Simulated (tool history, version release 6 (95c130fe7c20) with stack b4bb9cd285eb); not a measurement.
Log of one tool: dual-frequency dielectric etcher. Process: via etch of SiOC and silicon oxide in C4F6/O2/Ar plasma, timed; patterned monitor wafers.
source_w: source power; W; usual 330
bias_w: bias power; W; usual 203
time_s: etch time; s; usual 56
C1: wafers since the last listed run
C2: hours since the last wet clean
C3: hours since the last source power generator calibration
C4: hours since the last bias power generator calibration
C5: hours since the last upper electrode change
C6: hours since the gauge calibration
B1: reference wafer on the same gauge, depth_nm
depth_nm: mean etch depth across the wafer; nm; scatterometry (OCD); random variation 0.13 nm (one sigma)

{"run": 1, "hour": 0.0, "source_w": 330, "bias_w": 203, "time_s": 56, "C1": 0, "C2": 218.7, "C3": 1033.2, "C4": 2621.4, "C5": 2812.7, "C6": 1929.3, "B1": 62.1, "depth_nm": 61.2}
{"run": 2, "hour": 64.3, "source_w": 330, "bias_w": 203, "time_s": 60, "C1": 904, "C2": 283, "C3": 1097.5, "C4": 2685.7, "C5": 2877, "C6": 1993.6, "B1": 62.1, "depth_nm": 65.4}
{"run": 3, "hour": 116.4, "source_w": 330, "bias_w": 203, "time_s": 60, "C1": 733, "C2": 335.1, "C3": 1149.6, "C4": 2737.8, "C5": 2929.1, "C6": 2045.7, "B1": 62.1, "depth_nm": 65.5}
{"run": 4, "hour": 146.2, "source_w": 330, "bias_w": 203, "time_s": 60, "C1": 419, "C2": 364.9, "C3": 1179.4, "C4": 2767.6, "C5": 2958.9, "C6": 2075.5, "B1": 62.1, "depth_nm": 65.4}
{"hour": 179.3, "done": "wet clean of the chamber"}
{"hour": 187.5, "done": "upper electrode replaced"}
{"run": 5, "hour": 216.4, "source_w": 330, "bias_w": 203, "time_s": 56, "C1": 535, "C2": 37.1, "C3": 1249.6, "C4": 2837.8, "C5": 28.9, "C6": 2145.7, "B1": 62.1, "depth_nm": 61.2}
{"run": 6, "hour": 251.2, "source_w": 330, "bias_w": 203, "time_s": 56, "C1": 489, "C2": 71.9, "C3": 1284.4, "C4": 2872.6, "C5": 63.7, "C6": 2180.5, "B1": 62.1, "depth_nm": 61.4}
{"hour": 272.5, "done": "gauge calibrated"}
{"run": 7, "hour": 312.0, "source_w": 330, "bias_w": 203, "time_s": 56, "C1": 855, "C2": 132.7, "C3": 1345.2, "C4": 2933.4, "C5": 124.5, "C6": 39.5, "B1": 62.1, "depth_nm": 61.5}
{"hour": 367.0, "done": "bias power generator calibrated"}
{"run": 8, "hour": 367.5, "source_w": 330, "bias_w": 203, "time_s": 56, "C1": 724, "C2": 188.2, "C3": 1400.7, "C4": 0.5, "C5": 180, "C6": 95, "B1": 62.1, "depth_nm": 60.5}
{"run": 9, "hour": 398.2, "source_w": 330, "bias_w": 203, "time_s": 56, "C1": 432, "C2": 218.9, "C3": 1431.4, "C4": 31.2, "C5": 210.7, "C6": 125.7, "B1": 62.1, "depth_nm": 60.6}
{"run": 10, "hour": 433.5, "source_w": 330, "bias_w": 203, "time_s": 56, "C1": 496, "C2": 254.2, "C3": 1466.7, "C4": 66.5, "C5": 246, "C6": 161, "B1": 62.1, "depth_nm": 60.8}
{"run": 11, "hour": 502.1, "source_w": 330, "bias_w": 188, "time_s": 56, "C1": 965, "C2": 322.8, "C3": 1535.3, "C4": 135.1, "C5": 314.6, "C6": 229.6, "B1": 62.1, "depth_nm": 59.3}
{"run": 12, "hour": 552.2, "source_w": 390, "bias_w": 159, "time_s": 48, "C1": 705, "C2": 372.9, "C3": 1585.4, "C4": 185.2, "C5": 364.7, "C6": 279.7, "B1": 62.1, "depth_nm": 52}
{"run": 13, "hour": 587.5, "source_w": 370, "bias_w": 164, "time_s": 46.5, "C1": 496, "C2": 408.2, "C3": 1620.7, "C4": 220.5, "C5": 400, "C6": 315, "B1": 62.1, "depth_nm": 50.1}
{"run": 14, "hour": 629.9, "source_w": 330, "bias_w": 222, "time_s": 62, "C1": 596, "C2": 450.6, "C3": 1663.1, "C4": 262.9, "C5": 442.4, "C6": 357.4, "B1": 62.1, "depth_nm": 69.8}
{"hour": 693.0, "done": "wet clean of the chamber"}
{"run": 15, "hour": 701.4, "source_w": 330, "bias_w": 223, "time_s": 56, "C1": 668, "C2": 8.4, "C3": 1734.6, "C4": 334.4, "C5": 513.9, "C6": 428.9, "B1": 62.1, "depth_nm": 63.1}
{"run": 16, "hour": 746.7, "source_w": 360, "bias_w": 203, "time_s": 56, "C1": 637, "C2": 53.7, "C3": 1779.9, "C4": 379.7, "C5": 559.2, "C6": 474.2, "B1": 62.1, "depth_nm": 63.6}
{"run": 17, "hour": 809.0, "source_w": 330, "bias_w": 203, "time_s": 41.5, "C1": 876, "C2": 116, "C3": 1842.2, "C4": 442, "C5": 621.5, "C6": 536.5, "B1": 62.1, "depth_nm": 45.4}
{"hour": 849.7, "done": "source power generator calibrated"}
{"run": 18, "hour": 906.7, "source_w": 350, "bias_w": 153, "time_s": 56, "C1": 1318, "C2": 213.7, "C3": 57, "C4": 539.7, "C5": 719.2, "C6": 634.2, "B1": 62.1, "depth_nm": 56.9}
{"run": 19, "hour": 958.3, "source_w": 330, "bias_w": 203, "time_s": 56, "C1": 726, "C2": 265.3, "C3": 108.6, "C4": 591.3, "C5": 770.8, "C6": 685.8, "B1": 62.1, "depth_nm": 60.6}
{"run": 20, "hour": 1000.1, "source_w": 400, "bias_w": 171, "time_s": 50, "C1": 588, "C2": 307.1, "C3": 150.4, "C4": 633.1, "C5": 812.6, "C6": 727.6, "B1": 62.1, "depth_nm": 55.4}
{"run": 21, "hour": 1035.4, "source_w": 330, "bias_w": 179, "time_s": 71, "C1": 496, "C2": 342.4, "C3": 185.7, "C4": 668.4, "C5": 847.9, "C6": 762.9, "B1": 62.1, "depth_nm": 73.7}
{"run": 22, "hour": 1071.2, "source_w": 330, "bias_w": 203, "time_s": 56, "C1": 503, "C2": 378.2, "C3": 221.5, "C4": 704.2, "C5": 883.7, "C6": 798.7, "B1": 62.1, "depth_nm": 60.4}
{"hour": 1113.1, "done": "wet clean of the chamber"}
{"run": 23, "hour": 1113.6, "source_w": 330, "bias_w": 203, "time_s": 56, "C1": 258, "C2": 0.5, "C3": 263.9, "C4": 746.6, "C5": 926.1, "C6": 841.1, "B1": 62.1, "depth_nm": 60.4}
{"run": 24, "hour": 1163.0, "source_w": 330, "bias_w": 203, "time_s": 56, "C1": 695, "C2": 49.9, "C3": 313.3, "C4": 796, "C5": 975.5, "C6": 890.5, "B1": 62.1, "depth_nm": 60.6}
{"run": 25, "hour": 1216.7, "source_w": 250, "bias_w": 177, "time_s": 56, "C1": 755, "C2": 103.6, "C3": 367, "C4": 849.7, "C5": 1029.2, "C6": 944.2, "B1": 62.1, "depth_nm": 51.4}
{"run": 26, "hour": 1427.6, "source_w": 290, "bias_w": 240, "time_s": 56, "C1": 2968, "C2": 314.5, "C3": 577.9, "C4": 1060.6, "C5": 1240.1, "C6": 1155.1, "B1": 62.1, "depth_nm": 60.9}
{"run": 27, "hour": 1459.6, "source_w": 370, "bias_w": 156, "time_s": 40, "C1": 450, "C2": 346.5, "C3": 609.9, "C4": 1092.6, "C5": 1272.1, "C6": 1187.1, "B1": 62.1, "depth_nm": 42}
{"run": 28, "hour": 1506.8, "source_w": 330, "bias_w": 203, "time_s": 67.5, "C1": 664, "C2": 393.7, "C3": 657.1, "C4": 1139.8, "C5": 1319.3, "C6": 1234.3, "B1": 62.1, "depth_nm": 73.4}
{"hour": 1539.9, "done": "wet clean of the chamber"}
{"run": 29, "hour": 1547.4, "source_w": 330, "bias_w": 169, "time_s": 56, "C1": 233, "C2": 7.5, "C3": 697.7, "C4": 1180.4, "C5": 1359.9, "C6": 1274.9, "B1": 62.1, "depth_nm": 57.5}

Forecast each of these 5 alternatives for the next run:
{"run": "A", "hour": 1547.8, "source_w": 330, "bias_w": 203, "time_s": 56, "C1": 5, "C2": 7.9, "C3": 698.1, "C4": 1180.8, "C5": 1360.3, "C6": 1275.3, "B1": "?", "depth_nm": "?"}
{"run": "B", "hour": 1547.8, "source_w": 300, "bias_w": 203, "time_s": 73, "C1": 5, "C2": 7.9, "C3": 698.1, "C4": 1180.8, "C5": 1360.3, "C6": 1275.3, "B1": "?", "depth_nm": "?"}
{"run": "C", "hour": 1547.8, "source_w": 370, "bias_w": 160, "time_s": 56, "C1": 5, "C2": 7.9, "C3": 698.1, "C4": 1180.8, "C5": 1360.3, "C6": 1275.3, "B1": "?", "depth_nm": "?"}
{"run": "D", "hour": 1547.8, "source_w": 260, "bias_w": 243, "time_s": 62.5, "C1": 5, "C2": 7.9, "C3": 698.1, "C4": 1180.8, "C5": 1360.3, "C6": 1275.3, "B1": "?", "depth_nm": "?"}
{"run": "E", "hour": 1547.8, "source_w": 350, "bias_w": 203, "time_s": 43.5, "C1": 5, "C2": 7.9, "C3": 698.1, "C4": 1180.8, "C5": 1360.3, "C6": 1275.3, "B1": "?", "depth_nm": "?"}

run=A B1=62.1 depth_nm=60.7
run=B B1=62.1 depth_nm=76
run=C B1=62.1 depth_nm=59.3
run=D B1=62.1 depth_nm=64.9
run=E B1=62.1 depth_nm=48.4
Without the tool's hidden state the same runs would have given:
run=A depth_nm=59.7
run=B depth_nm=74.7
run=C depth_nm=58.3
run=D depth_nm=63.7
run=E depth_nm=47.6

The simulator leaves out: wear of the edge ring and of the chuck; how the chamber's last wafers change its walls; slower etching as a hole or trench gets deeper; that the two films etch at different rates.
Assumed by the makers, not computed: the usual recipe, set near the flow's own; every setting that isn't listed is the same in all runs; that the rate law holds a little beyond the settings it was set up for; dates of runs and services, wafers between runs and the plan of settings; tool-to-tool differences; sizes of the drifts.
